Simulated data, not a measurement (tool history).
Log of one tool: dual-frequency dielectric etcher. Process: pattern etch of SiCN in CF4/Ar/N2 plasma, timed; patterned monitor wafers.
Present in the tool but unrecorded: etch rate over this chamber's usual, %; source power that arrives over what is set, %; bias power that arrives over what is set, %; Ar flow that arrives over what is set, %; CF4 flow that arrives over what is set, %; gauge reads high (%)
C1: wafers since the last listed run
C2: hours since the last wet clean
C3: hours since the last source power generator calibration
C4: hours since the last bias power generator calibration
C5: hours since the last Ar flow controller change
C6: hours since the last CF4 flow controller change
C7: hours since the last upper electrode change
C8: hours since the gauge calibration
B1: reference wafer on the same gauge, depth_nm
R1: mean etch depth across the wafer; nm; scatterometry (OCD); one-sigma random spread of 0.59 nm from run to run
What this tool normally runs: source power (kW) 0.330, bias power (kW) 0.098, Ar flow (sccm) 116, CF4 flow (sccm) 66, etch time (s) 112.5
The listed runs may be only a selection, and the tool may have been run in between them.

{"run": 1, "hour": 0.0, "source power (kW)": 0.33, "bias power (kW)": 0.114, "Ar flow (sccm)": 116, "CF4 flow (sccm)": 66, "etch time (s)": 112.5, "C1": 0, "C2": 144.7, "C3": 1945.5, "C4": 4684.4, "C5": 4677.4, "C6": 1365.4, "C7": 3378.5, "C8": 488.9, "B1": 85.2, "R1": 87.1}
{"run": 2, "hour": 33.0, "source power (kW)": 0.33, "bias power (kW)": 0.114, "Ar flow (sccm)": 116, "CF4 flow (sccm)": 66, "etch time (s)": 112.5, "C1": 277, "C2": 177.7, "C3": 1978.5, "C4": 4717.4, "C5": 4710.4, "C6": 1398.4, "C7": 3411.5, "C8": 521.9, "B1": 85.2, "R1": 86.8}
{"run": 3, "hour": 46.1, "source power (kW)": 0.33, "bias power (kW)": 0.098, "Ar flow (sccm)": 116, "CF4 flow (sccm)": 66, "etch time (s)": 130.0, "C1": 110, "C2": 190.8, "C3": 1991.6, "C4": 4730.5, "C5": 4723.5, "C6": 1411.5, "C7": 3424.6, "C8": 535.0, "B1": 85.2, "R1": 93.8}
{"run": 4, "hour": 73.1, "source power (kW)": 0.33, "bias power (kW)": 0.098, "Ar flow (sccm)": 116, "CF4 flow (sccm)": 66, "etch time (s)": 130.0, "C1": 226, "C2": 217.8, "C3": 2018.6, "C4": 4757.5, "C5": 4750.5, "C6": 1438.5, "C7": 3451.6, "C8": 562.0, "B1": 85.0, "R1": 94.0}
{"hour": 108.6, "done": "upper electrode replaced"}
{"hour": 113.4, "done": "Ar flow controller replaced"}
{"run": 5, "hour": 113.9, "source power (kW)": 0.36, "bias power (kW)": 0.079, "Ar flow (sccm)": 125, "CF4 flow (sccm)": 66, "etch time (s)": 123.0, "C1": 101, "C2": 258.6, "C3": 2059.4, "C4": 4798.3, "C5": 0.5, "C6": 1479.3, "C7": 5.3, "C8": 602.8, "B1": 84.8, "R1": 87.9}
{"run": 6, "hour": 126.9, "source power (kW)": 0.33, "bias power (kW)": 0.082, "Ar flow (sccm)": 99, "CF4 flow (sccm)": 66, "etch time (s)": 112.5, "C1": 109, "C2": 271.6, "C3": 2072.4, "C4": 4811.3, "C5": 13.5, "C6": 1492.3, "C7": 18.3, "C8": 615.8, "B1": 84.6, "R1": 77.9}
{"run": 7, "hour": 160.1, "source power (kW)": 0.4, "bias power (kW)": 0.098, "Ar flow (sccm)": 116, "CF4 flow (sccm)": 77, "etch time (s)": 112.5, "C1": 279, "C2": 304.8, "C3": 2105.6, "C4": 4844.5, "C5": 46.7, "C6": 1525.5, "C7": 51.5, "C8": 649.0, "B1": 84.7, "R1": 95.6}
{"hour": 174.1, "done": "source power generator calibrated"}
{"run": 8, "hour": 182.6, "source power (kW)": 0.33, "bias power (kW)": 0.098, "Ar flow (sccm)": 116, "CF4 flow (sccm)": 66, "etch time (s)": 112.5, "C1": 155, "C2": 327.3, "C3": 8.5, "C4": 4867.0, "C5": 69.2, "C6": 1548.0, "C7": 74.0, "C8": 671.5, "B1": 84.8, "R1": 81.1}
{"run": 9, "hour": 198.5, "source power (kW)": 0.33, "bias power (kW)": 0.098, "Ar flow (sccm)": 116, "CF4 flow (sccm)": 71, "etch time (s)": 146.5, "C1": 133, "C2": 343.2, "C3": 24.4, "C4": 4882.9, "C5": 85.1, "C6": 1563.9, "C7": 89.9, "C8": 687.4, "B1": 84.5, "R1": 108.0}
{"run": 10, "hour": 228.3, "source power (kW)": 0.37, "bias power (kW)": 0.115, "Ar flow (sccm)": 116, "CF4 flow (sccm)": 66, "etch time (s)": 112.5, "C1": 250, "C2": 373.0, "C3": 54.2, "C4": 4912.7, "C5": 114.9, "C6": 1593.7, "C7": 119.7, "C8": 717.2, "B1": 84.5, "R1": 93.3}
{"hour": 260.0, "done": "wet clean of the chamber"}
{"run": 11, "hour": 260.5, "source power (kW)": 0.33, "bias power (kW)": 0.098, "Ar flow (sccm)": 116, "CF4 flow (sccm)": 66, "etch time (s)": 93.5, "C1": 68, "C2": 0.5, "C3": 86.4, "C4": 4944.9, "C5": 147.1, "C6": 1625.9, "C7": 151.9, "C8": 749.4, "B1": 84.2, "R1": 67.8}
{"hour": 262.6, "done": "gauge calibrated"}
{"run": 12, "hour": 264.1, "source power (kW)": 0.33, "bias power (kW)": 0.098, "Ar flow (sccm)": 116, "CF4 flow (sccm)": 66, "etch time (s)": 112.5, "C1": 30, "C2": 4.1, "C3": 90.0, "C4": 4948.5, "C5": 150.7, "C6": 1629.5, "C7": 155.5, "C8": 1.5, "B1": 87.7, "R1": 84.2}
{"run": 13, "hour": 290.1, "source power (kW)": 0.39, "bias power (kW)": 0.12, "Ar flow (sccm)": 139, "CF4 flow (sccm)": 66, "etch time (s)": 112.5, "C1": 218, "C2": 30.1, "C3": 116.0, "C4": 4974.5, "C5": 176.7, "C6": 1655.5, "C7": 181.5, "C8": 27.5, "B1": 87.5, "R1": 100.1}
{"hour": 343.6, "done": "CF4 flow controller replaced"}
{"run": 14, "hour": 364.9, "source power (kW)": 0.37, "bias power (kW)": 0.075, "Ar flow (sccm)": 97, "CF4 flow (sccm)": 79, "etch time (s)": 112.5, "C1": 578, "C2": 104.9, "C3": 190.8, "C4": 5049.3, "C5": 251.5, "C6": 21.3, "C7": 256.3, "C8": 102.3, "B1": 87.4, "R1": 87.5}
{"hour": 396.2, "done": "bias power generator calibrated"}
{"run": 15, "hour": 396.7, "source power (kW)": 0.33, "bias power (kW)": 0.12, "Ar flow (sccm)": 116, "CF4 flow (sccm)": 52, "etch time (s)": 97.5, "C1": 233, "C2": 136.7, "C3": 222.6, "C4": 0.5, "C5": 283.3, "C6": 53.1, "C7": 288.1, "C8": 134.1, "B1": 87.2, "R1": 75.7}
{"run": 16, "hour": 422.8, "source power (kW)": 0.33, "bias power (kW)": 0.098, "Ar flow (sccm)": 116, "CF4 flow (sccm)": 66, "etch time (s)": 112.5, "C1": 219, "C2": 162.8, "C3": 248.7, "C4": 26.6, "C5": 309.4, "C6": 79.2, "C7": 314.2, "C8": 160.2, "B1": 87.0, "R1": 84.1}
{"run": 17, "hour": 521.7, "source power (kW)": 0.29, "bias power (kW)": 0.098, "Ar flow (sccm)": 116, "CF4 flow (sccm)": 66, "etch time (s)": 112.5, "C1": 831, "C2": 261.7, "C3": 347.6, "C4": 125.5, "C5": 408.3, "C6": 178.1, "C7": 413.1, "C8": 259.1, "B1": 86.7, "R1": 76.3}
{"run": 18, "hour": 551.1, "source power (kW)": 0.33, "bias power (kW)": 0.098, "Ar flow (sccm)": 116, "CF4 flow (sccm)": 66, "etch time (s)": 112.5, "C1": 247, "C2": 291.1, "C3": 377.0, "C4": 154.9, "C5": 437.7, "C6": 207.5, "C7": 442.5, "C8": 288.5, "B1": 86.5, "R1": 82.0}
{"run": 19, "hour": 573.7, "source power (kW)": 0.33, "bias power (kW)": 0.098, "Ar flow (sccm)": 116, "CF4 flow (sccm)": 71, "etch time (s)": 146.5, "C1": 189, "C2": 313.7, "C3": 399.6, "C4": 177.5, "C5": 460.3, "C6": 230.1, "C7": 465.1, "C8": 311.1, "B1": 86.6, "R1": 109.6}
{"run": 20, "hour": 592.7, "source power (kW)": 0.27, "bias power (kW)": 0.098, "Ar flow (sccm)": 132, "CF4 flow (sccm)": 66, "etch time (s)": 112.5, "C1": 159, "C2": 332.7, "C3": 418.6, "C4": 196.5, "C5": 479.3, "C6": 249.1, "C7": 484.1, "C8": 330.1, "B1": 86.4, "R1": 71.6}
{"run": 21, "hour": 610.0, "source power (kW)": 0.39, "bias power (kW)": 0.118, "Ar flow (sccm)": 116, "CF4 flow (sccm)": 70, "etch time (s)": 112.5, "C1": 145, "C2": 350.0, "C3": 435.9, "C4": 213.8, "C5": 496.6, "C6": 266.4, "C7": 501.4, "C8": 347.4, "B1": 86.5, "R1": 101.8}

Selected run-to-run steps in R1, each split into two signed amounts: the part the tool would show with no hidden state at all (from settings, incoming material and random variation), and the remainder, which goes to the hidden state together with any gauge scatter not common to the measured and the hidden-state-free results:
Run 8 -> 9: CF4 flow (sccm) 66 -> 71, etch time (s) 112.5 -> 146.5. R1 +26.9 nm: hidden state -1.1, all else +28.0.
Run 11 -> 12: etch time (s) 93.5 -> 112.5, gauge calibrated. R1 +16.4 nm: hidden state +2.7, all else +13.7.
Run 19 -> 20: source power (kW) 0.330 -> 0.270, Ar flow (sccm) 116 -> 132, CF4 flow (sccm) 71 -> 66, etch time (s) 146.5 -> 112.5. R1 -38.0 nm: hidden state +0.3, all else -38.3.
Run 20 -> 21: source power (kW) 0.270 -> 0.390, bias power (kW) 0.098 -> 0.118, Ar flow (sccm) 132 -> 116, CF4 flow (sccm) 66 -> 70. R1 +30.2 nm: hidden state -0.5, all else +30.7.
